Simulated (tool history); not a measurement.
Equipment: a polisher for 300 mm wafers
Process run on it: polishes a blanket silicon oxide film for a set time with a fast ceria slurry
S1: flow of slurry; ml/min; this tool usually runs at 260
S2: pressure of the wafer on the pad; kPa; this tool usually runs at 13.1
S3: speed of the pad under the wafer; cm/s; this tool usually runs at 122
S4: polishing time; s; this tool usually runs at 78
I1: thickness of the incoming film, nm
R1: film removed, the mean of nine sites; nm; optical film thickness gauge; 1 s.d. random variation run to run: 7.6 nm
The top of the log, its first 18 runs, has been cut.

run 19 hour=873.5 | S1=260 S2=8.3 S3=122 S4=78 | I1=3347.3 | R1=559.6
run 20 hour=913.5 | S1=260 S2=13.1 S3=122 S4=78 | I1=3375.5 | R1=846
-- hour=924.8 worn pad replaced by a new one
run 21 hour=945.8 | S1=260 S2=13.1 S3=122 S4=78 | I1=3328 | R1=840.1
run 22 hour=988 | S1=260 S2=13.1 S3=122 S4=92 | I1=3314.5 | R1=1001.3
-- hour=1004.8 head pressure recalibrated
-- hour=1099.9 slurry nozzle cleaned
run 23 hour=1146.5 | S1=260 S2=13.1 S3=122 S4=78 | I1=3287.2 | R1=852.7
run 24 hour=1188.6 | S1=320 S2=10.3 S3=122 S4=78 | I1=3380.4 | R1=687.4
run 25 hour=1237.8 | S1=260 S2=9 S3=84 S4=87 | I1=3318.3 | R1=451.9
run 26 hour=1293.5 | S1=325 S2=13.1 S3=122 S4=78 | I1=3317.9 | R1=864.6
-- hour=1318.7 worn pad replaced by a new one
run 27 hour=1337.2 | S1=260 S2=13.1 S3=122 S4=86 | I1=3312.3 | R1=939.8
run 28 hour=1408.3 | S1=325 S2=16.5 S3=96 S4=68 | I1=3323.6 | R1=743.6
run 29 hour=1441.8 | S1=300 S2=13.1 S3=122 S4=62 | I1=3345.2 | R1=679.6
-- hour=1472 head pressure recalibrated
run 30 hour=1532.1 | S1=260 S2=13.1 S3=122 S4=98 | I1=3330 | R1=1064.3
run 31 hour=1594.1 | S1=260 S2=13.1 S3=122 S4=78 | I1=3403.4 | R1=851.6
run 32 hour=1637.1 | S1=190 S2=15.2 S3=138 S4=61 | I1=3304.8 | R1=816.8
-- hour=1673.1 worn pad replaced by a new one
run 33 hour=1679.3 | S1=260 S2=13.1 S3=122 S4=101 | I1=3374.8 | R1=1091
run 34 hour=1746.2 | S1=260 S2=13.1 S3=82 S4=70 | I1=3356.9 | R1=512.5
run 35 hour=1817.6 | S1=305 S2=13.1 S3=110 S4=78 | I1=3368.5 | R1=775.8
-- hour=1827.1 slurry nozzle cleaned
run 36 hour=1885.3 | S1=260 S2=16.5 S3=122 S4=65 | I1=3295 | R1=892.6

What if the next run were any one of these 5? Each begins from the tool's condition after run 36:
run A hour=1885.7 | S1=260 S2=13.1 S3=122 S4=78 | I1=3343.1 | R1=?
run B hour=1885.7 | S1=285 S2=13.1 S3=102 S4=101 | I1=3343.1 | R1=?
run C hour=1885.7 | S1=230 S2=16.5 S3=92 S4=78 | I1=3343.1 | R1=?
run D hour=1885.7 | S1=260 S2=14.5 S3=122 S4=51 | I1=3343.1 | R1=?
run E hour=1885.7 | S1=220 S2=13.1 S3=122 S4=99 | I1=3343.1 | R1=?

run=A R1=845
run=B R1=923.9
run=C R1=783.8
run=D R1=607.4
run=E R1=1050.4
Without the tool's unlogged condition, the same runs would have read:
run=A R1=845
run=B R1=923.9
run=C R1=783.8
run=D R1=607.4
run=E R1=1050.4
